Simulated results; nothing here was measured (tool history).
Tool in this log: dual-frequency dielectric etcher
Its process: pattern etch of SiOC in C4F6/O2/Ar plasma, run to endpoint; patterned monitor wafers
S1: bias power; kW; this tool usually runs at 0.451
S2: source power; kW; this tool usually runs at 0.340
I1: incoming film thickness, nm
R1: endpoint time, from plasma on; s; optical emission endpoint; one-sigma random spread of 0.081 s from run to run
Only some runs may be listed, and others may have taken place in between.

Run 1, day 0.000: usual settings but S2 0.280 kW; I1 34.50. Result: R1 14.3 s.
Run 2, day 1.446: usual settings but S2 0.280 kW; I1 34.72. Result: R1 14.4 s.
Run 3, day 2.738: usual settings but S2 0.280 kW; I1 34.54. Result: R1 14.4 s.
Run 4, day 4.175: usual settings; I1 34.42. Result: R1 13.6 s.
Run 5, day 5.258: usual settings; I1 34.43. Result: R1 13.4 s.
Run 6, day 6.388: usual settings; I1 34.68. Result: R1 13.5 s.
At day 7.904: wet clean of the chamber.
At day 8.525: upper electrode replaced.
Run 7, day 8.546: usual settings; I1 34.76. Result: R1 14.0 s.
Run 8, day 8.758: usual settings but S2 0.290 kW; I1 34.83. Result: R1 14.7 s.
Run 9, day 9.550: usual settings; I1 34.30. Result: R1 13.9 s.
Run 10, day 10.829: usual settings but S1 0.549 kW, S2 0.300 kW; I1 34.71. Result: R1 13.5 s.
At day 11.642: bias power generator calibrated.
Run 11, day 11.662: usual settings but S1 0.556 kW; I1 35.01. Result: R1 13.1 s.
At day 11.846: source power generator calibrated.
Run 12, day 12.308: usual settings but S1 0.509 kW; I1 34.68. Result: R1 13.3 s.
Run 13, day 13.192: usual settings but S1 0.407 kW; I1 34.60. Result: R1 14.3 s.
Run 14, day 13.929: usual settings but S1 0.545 kW, S2 0.380 kW; I1 34.71. Result: R1 12.7 s.
Run 15, day 14.850: usual settings but S1 0.406 kW, S2 0.270 kW; I1 34.71. Result: R1 15.4 s.

Pick out some run-to-run changes in R1. Of each, how much would a tool without hidden state show as well, from the settings, what came in and chance, and how much is left for the hidden state and any gauge scatter not in both results compared?
Unlogged tool condition in this case: etch rate over this chamber's usual, %; bias power that arrives over what is set, %; source power that arrives over what is set, %.
Run 6 -> 7: wet clean of the chamber, upper electrode replaced. R1 +0.5 s: hidden state +0.5, all else +0.0.
Run 14 -> 15: S1 0.545 -> 0.406, S2 0.380 -> 0.270. R1 +2.7 s: hidden state -0.1, all else +2.8.
